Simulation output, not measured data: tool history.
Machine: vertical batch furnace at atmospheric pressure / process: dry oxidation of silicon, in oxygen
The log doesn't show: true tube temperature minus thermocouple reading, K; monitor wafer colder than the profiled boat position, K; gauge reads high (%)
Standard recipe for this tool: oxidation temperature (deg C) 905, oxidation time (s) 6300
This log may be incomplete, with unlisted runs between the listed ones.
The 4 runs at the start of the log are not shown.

| run | hour | oxidation temperature (deg C) | oxidation time (s) | wafers since the last listed run | hours since the last temperature calibration | hours since the boat lift was adjusted | hours since the gauge calibration | read-back reference wafer on the same gauge, thickness | oxide thickness on the monitor wafer (angstrom) |
|---|---|---|---|---|---|---|---|---|---|
| 5 | 165.8 | 905 | 6300 | 614 | 652.5 | 4867.1 | 224.9 | 32.58 | 322.5 |
| 6 | 215.8 | 905 | 6300 | 671 | 702.5 | 4917.1 | 274.9 | 32.67 | 323.6 |
| 7 | 279.1 | 905 | 7020 | 850 | 765.8 | 4980.4 | 338.2 | 32.62 | 343.1 |
| 8 | 319.4 | 905 | 7020 | 541 | 806.1 | 5020.7 | 378.5 | 32.56 | 346.4 |
| 9 | 346.6 | 913 | 5640 | 365 | 833.3 | 5047.9 | 405.7 | 32.63 | 327.0 |
| 10 | 372.8 | 913 | 5640 | 352 | 859.5 | 5074.1 | 431.9 | 32.63 | 325.2 |
| 11 | 445.1 | 913 | 5640 | 971 | 931.8 | 5146.4 | 504.2 | 32.56 | 328.7 |
| 12 | 482.0 | 905 | 5610 | 495 | 968.7 | 5183.3 | 541.1 | 32.60 | 305.8 |
| 13 | 510.0 | 905 | 5610 | 376 | 996.7 | 5211.3 | 569.1 | 32.56 | 303.7 |
| 14 | 560.4 | 905 | 6300 | 677 | 1047.1 | 5261.7 | 619.5 | 32.57 | 328.8 |
| 15 | 614.1 | 905 | 6300 | 721 | 1100.8 | 5315.4 | 673.2 | 32.60 | 328.4 |
| 16 | 677.7 | 905 | 6300 | 854 | 1164.4 | 5379.0 | 736.8 | 32.60 | 329.6 |
| 17 | 723.1 | 891 | 6300 | 610 | 1209.8 | 5424.4 | 782.2 | 32.62 | 291.5 |
| 18 | 775.2 | 905 | 6300 | 700 | 1261.9 | 5476.5 | 834.3 | 32.61 | 329.6 |
| 19 | 828.4 | 905 | 6300 | 714 | 1315.1 | 5529.7 | 887.5 | 32.60 | 332.9 |
| 20 | 865.3 | 905 | 8970 | 495 | 1352.0 | 5566.6 | 924.4 | 32.61 | 408.7 |
|  | 914.3 | boat lift adjusted |
| 21 | 914.8 | 905 | 7020 | 342 | 1401.5 | 0.5 | 973.9 | 32.59 | 352.4 |
|  | 931.4 | gauge calibrated |
| 22 | 956.3 | 884 | 6300 | 557 | 1443.0 | 42.0 | 24.9 | 32.62 | 276.8 |
| 23 | 1021.0 | 928 | 7350 | 869 | 1507.7 | 106.7 | 89.6 | 32.57 | 450.4 |
|  | 1064.6 | thermocouples replaced and temperature profile calibrated |
| 24 | 1065.1 | 894 | 4410 | 270 | 0.5 | 150.8 | 133.7 | 32.61 | 241.8 |
| 25 | 1108.6 | 924 | 3960 | 584 | 44.0 | 194.3 | 177.2 | 32.64 | 288.3 |

What does the tool deliver on the next run?
| 26 | 1159.0 | 885 | 6300 | 677 | 94.4 | 244.7 | 227.6 | ? | ? |

Run 26 yielded read-back reference wafer on the same gauge, thickness 32.63, oxide thickness on the monitor wafer (angstrom) 270.8.
If the tool had no hidden condition, the same run with the same run-to-run variation would have returned oxide thickness on the monitor wafer (angstrom) 270.7.

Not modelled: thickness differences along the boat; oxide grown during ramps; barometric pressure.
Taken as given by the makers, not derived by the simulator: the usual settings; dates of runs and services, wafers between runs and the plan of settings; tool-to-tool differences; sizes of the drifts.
